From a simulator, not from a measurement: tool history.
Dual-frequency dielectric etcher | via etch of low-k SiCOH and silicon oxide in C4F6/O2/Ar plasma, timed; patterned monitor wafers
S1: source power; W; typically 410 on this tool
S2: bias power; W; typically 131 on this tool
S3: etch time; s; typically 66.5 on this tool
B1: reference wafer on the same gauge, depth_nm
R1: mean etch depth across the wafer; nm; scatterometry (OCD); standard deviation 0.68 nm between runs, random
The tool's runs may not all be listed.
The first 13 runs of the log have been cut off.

| run | day | S1 | S2 | S3 | B1 | R1 |
|---|---|---|---|---|---|---|
| 14 | 8.167 | 440 | 131 | 66.5 | 146.1 | 183.4 |
| 15 | 8.471 | 410 | 131 | 76.5 | 146.1 | 206.7 |
|  | 8.929 | bias power generator calibrated |
|  | 9.662 | wet clean of the chamber |
| 16 | 9.683 | 410 | 147 | 66.5 | 145.9 | 178.0 |
| 17 | 9.696 | 410 | 131 | 66.5 | 146.0 | 172.7 |
| 18 | 10.108 | 410 | 162 | 74.5 | 146.0 | 205.1 |
| 19 | 10.796 | 410 | 108 | 66.5 | 146.1 | 162.6 |
| 20 | 11.125 | 490 | 99 | 66.5 | 145.8 | 167.7 |
| 21 | 11.650 | 410 | 131 | 66.5 | 145.9 | 172.8 |
| 22 | 12.062 | 380 | 147 | 66.5 | 146.1 | 175.0 |
| 23 | 12.608 | 410 | 131 | 66.5 | 146.1 | 173.1 |
| 24 | 12.938 | 410 | 131 | 66.5 | 146.2 | 173.3 |
| 25 | 13.408 | 470 | 123 | 66.5 | 145.8 | 177.5 |
| 26 | 13.683 | 410 | 131 | 66.5 | 146.1 | 173.1 |
| 27 | 14.404 | 410 | 131 | 66.5 | 146.1 | 173.7 |
| 28 | 15.038 | 480 | 131 | 66.5 | 146.0 | 182.8 |
| 29 | 15.675 | 380 | 139 | 82.5 | 145.9 | 216.7 |
| 30 | 16.029 | 410 | 162 | 74.5 | 145.9 | 208.9 |
| 31 | 16.717 | 340 | 143 | 53.0 | 145.8 | 136.7 |

Here are 3 independent what-if runs from the current tool condition. What would each one return?
| A | 16.733 | 410 | 131 | 66.5 | ? | ? |
| B | 16.733 | 450 | 113 | 53.0 | ? | ? |
| C | 16.733 | 320 | 152 | 77.5 | ? | ? |

| run | B1 | R1 |
|---|---|---|
| A | 146.2 | 175.2 |
| B | 146.2 | 137.0 |
| C | 146.2 | 200.5 |
With the hidden condition removed and each run's random variation left untouched, the same runs would have given:
| run | R1 |
|---|---|
| A | 173.9 |
| B | 136.0 |
| C | 199.0 |
